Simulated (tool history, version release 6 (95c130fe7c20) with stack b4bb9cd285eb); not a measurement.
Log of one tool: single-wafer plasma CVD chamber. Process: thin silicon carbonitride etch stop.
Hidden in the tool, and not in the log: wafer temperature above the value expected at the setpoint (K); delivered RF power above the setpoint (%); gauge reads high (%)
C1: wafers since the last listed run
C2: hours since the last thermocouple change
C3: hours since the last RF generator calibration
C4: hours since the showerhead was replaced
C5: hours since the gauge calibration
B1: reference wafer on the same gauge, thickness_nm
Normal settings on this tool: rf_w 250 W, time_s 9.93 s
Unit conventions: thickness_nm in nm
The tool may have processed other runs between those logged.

{"run": 1, "hour": 0.0, "rf_w": 250, "time_s": 9.93, "C1": 0, "C2": 1565.4, "C3": 1317.8, "C4": 5358.7, "C5": 177.9, "B1": 6.569, "thickness_nm": 6.47}
{"run": 2, "hour": 10.0, "rf_w": 250, "time_s": 9.93, "C1": 292, "C2": 1575.4, "C3": 1327.8, "C4": 5368.7, "C5": 187.9, "B1": 6.571, "thickness_nm": 6.463}
{"run": 3, "hour": 20.0, "rf_w": 250, "time_s": 9.93, "C1": 292, "C2": 1585.4, "C3": 1337.8, "C4": 5378.7, "C5": 197.9, "B1": 6.57, "thickness_nm": 6.477}
{"run": 4, "hour": 29.4, "rf_w": 250, "time_s": 9.93, "C1": 274, "C2": 1594.8, "C3": 1347.2, "C4": 5388.1, "C5": 207.3, "B1": 6.57, "thickness_nm": 6.459}
{"run": 5, "hour": 38.9, "rf_w": 260, "time_s": 9.93, "C1": 277, "C2": 1604.3, "C3": 1356.7, "C4": 5397.6, "C5": 216.8, "B1": 6.57, "thickness_nm": 6.546}
{"run": 6, "hour": 47.8, "rf_w": 260, "time_s": 9.93, "C1": 260, "C2": 1613.2, "C3": 1365.6, "C4": 5406.5, "C5": 225.7, "B1": 6.568, "thickness_nm": 6.535}
{"run": 7, "hour": 55.9, "rf_w": 250, "time_s": 9.93, "C1": 236, "C2": 1621.3, "C3": 1373.7, "C4": 5414.6, "C5": 233.8, "B1": 6.57, "thickness_nm": 6.475}
{"run": 8, "hour": 70.0, "rf_w": 250, "time_s": 9.93, "C1": 412, "C2": 1635.4, "C3": 1387.8, "C4": 5428.7, "C5": 247.9, "B1": 6.57, "thickness_nm": 6.46}
{"run": 9, "hour": 81.2, "rf_w": 250, "time_s": 9.93, "C1": 327, "C2": 1646.6, "C3": 1399.0, "C4": 5439.9, "C5": 259.1, "B1": 6.571, "thickness_nm": 6.455}
{"run": 10, "hour": 97.9, "rf_w": 250, "time_s": 9.93, "C1": 488, "C2": 1663.3, "C3": 1415.7, "C4": 5456.6, "C5": 275.8, "B1": 6.571, "thickness_nm": 6.46}
{"run": 11, "hour": 111.0, "rf_w": 250, "time_s": 9.93, "C1": 382, "C2": 1676.4, "C3": 1428.8, "C4": 5469.7, "C5": 288.9, "B1": 6.571, "thickness_nm": 6.458}
{"run": 12, "hour": 119.1, "rf_w": 250, "time_s": 9.93, "C1": 236, "C2": 1684.5, "C3": 1436.9, "C4": 5477.8, "C5": 297.0, "B1": 6.573, "thickness_nm": 6.448}
{"run": 13, "hour": 130.5, "rf_w": 250, "time_s": 9.93, "C1": 333, "C2": 1695.9, "C3": 1448.3, "C4": 5489.2, "C5": 308.4, "B1": 6.569, "thickness_nm": 6.455}
{"run": 14, "hour": 136.7, "rf_w": 250, "time_s": 9.93, "C1": 181, "C2": 1702.1, "C3": 1454.5, "C4": 5495.4, "C5": 314.6, "B1": 6.571, "thickness_nm": 6.451}
{"run": 15, "hour": 144.6, "rf_w": 215, "time_s": 9.18, "C1": 230, "C2": 1710.0, "C3": 1462.4, "C4": 5503.3, "C5": 322.5, "B1": 6.57, "thickness_nm": 5.72}
{"run": 16, "hour": 156.2, "rf_w": 285, "time_s": 9.93, "C1": 338, "C2": 1721.6, "C3": 1474.0, "C4": 5514.9, "C5": 334.1, "B1": 6.57, "thickness_nm": 6.707}
{"run": 17, "hour": 164.8, "rf_w": 250, "time_s": 9.93, "C1": 251, "C2": 1730.2, "C3": 1482.6, "C4": 5523.5, "C5": 342.7, "B1": 6.568, "thickness_nm": 6.449}
{"run": 18, "hour": 193.7, "rf_w": 250, "time_s": 9.93, "C1": 844, "C2": 1759.1, "C3": 1511.5, "C4": 5552.4, "C5": 371.6, "B1": 6.57, "thickness_nm": 6.448}
{"run": 19, "hour": 205.2, "rf_w": 215, "time_s": 8.19, "C1": 336, "C2": 1770.6, "C3": 1523.0, "C4": 5563.9, "C5": 383.1, "B1": 6.571, "thickness_nm": 5.104}
{"run": 20, "hour": 218.7, "rf_w": 250, "time_s": 9.93, "C1": 394, "C2": 1784.1, "C3": 1536.5, "C4": 5577.4, "C5": 396.6, "B1": 6.568, "thickness_nm": 6.459}
{"run": 21, "hour": 229.4, "rf_w": 250, "time_s": 9.93, "C1": 312, "C2": 1794.8, "C3": 1547.2, "C4": 5588.1, "C5": 407.3, "B1": 6.568, "thickness_nm": 6.454}
{"hour": 248.6, "done": "thermocouple changed; heater temperature recalibrated"}
{"run": 22, "hour": 249.1, "rf_w": 265, "time_s": 10.98, "C1": 341, "C2": 0.5, "C3": 1566.9, "C4": 5607.8, "C5": 427.0, "B1": 6.572, "thickness_nm": 7.24}
{"run": 23, "hour": 251.1, "rf_w": 250, "time_s": 9.93, "C1": 58, "C2": 2.5, "C3": 1568.9, "C4": 5609.8, "C5": 429.0, "B1": 6.568, "thickness_nm": 6.445}
{"run": 24, "hour": 267.8, "rf_w": 250, "time_s": 9.93, "C1": 488, "C2": 19.2, "C3": 1585.6, "C4": 5626.5, "C5": 445.7, "B1": 6.571, "thickness_nm": 6.44}
{"run": 25, "hour": 276.1, "rf_w": 225, "time_s": 8.59, "C1": 242, "C2": 27.5, "C3": 1593.9, "C4": 5634.8, "C5": 454.0, "B1": 6.571, "thickness_nm": 5.4}
{"hour": 291.8, "done": "RF generator calibrated"}
{"run": 26, "hour": 292.3, "rf_w": 270, "time_s": 8.35, "C1": 239, "C2": 43.7, "C3": 0.5, "C4": 5651.0, "C5": 470.2, "B1": 6.57, "thickness_nm": 5.665}
{"run": 27, "hour": 301.7, "rf_w": 205, "time_s": 8.57, "C1": 274, "C2": 53.1, "C3": 9.9, "C4": 5660.4, "C5": 479.6, "B1": 6.572, "thickness_nm": 5.382}
{"hour": 307.0, "done": "gauge calibrated"}
{"run": 28, "hour": 316.0, "rf_w": 205, "time_s": 9.07, "C1": 417, "C2": 67.4, "C3": 24.2, "C4": 5674.7, "C5": 9.0, "B1": 6.57, "thickness_nm": 5.691}
{"hour": 329.1, "done": "showerhead replaced"}
{"run": 29, "hour": 331.9, "rf_w": 215, "time_s": 9.2, "C1": 230, "C2": 83.3, "C3": 40.1, "C4": 2.8, "C5": 24.9, "B1": 6.57, "thickness_nm": 5.861}
{"run": 30, "hour": 339.5, "rf_w": 215, "time_s": 8.19, "C1": 222, "C2": 90.9, "C3": 47.7, "C4": 10.4, "C5": 32.5, "B1": 6.57, "thickness_nm": 5.217}
{"run": 31, "hour": 355.3, "rf_w": 220, "time_s": 8.09, "C1": 461, "C2": 106.7, "C3": 63.5, "C4": 26.2, "C5": 48.3, "B1": 6.571, "thickness_nm": 5.177}
{"run": 32, "hour": 402.3, "rf_w": 250, "time_s": 9.93, "C1": 1373, "C2": 153.7, "C3": 110.5, "C4": 73.2, "C5": 95.3, "B1": 6.57, "thickness_nm": 6.566}
{"run": 33, "hour": 419.0, "rf_w": 205, "time_s": 10.89, "C1": 488, "C2": 170.4, "C3": 127.2, "C4": 89.9, "C5": 112.0, "B1": 6.573, "thickness_nm": 6.817}
{"run": 34, "hour": 432.3, "rf_w": 205, "time_s": 10.91, "C1": 388, "C2": 183.7, "C3": 140.5, "C4": 103.2, "C5": 125.3, "B1": 6.569, "thickness_nm": 6.831}

Forecast run 35:
{"run": 35, "hour": 444.6, "rf_w": 250, "time_s": 9.93, "C1": 359, "C2": 196.0, "C3": 152.8, "C4": 115.5, "C5": 137.6, "B1": "?", "thickness_nm": "?"}

{"run 35": {"B1": 6.57, "thickness_nm": 6.563}}
Had the tool carried no hidden state, the very same run would have given thickness_nm 6.587 nm.
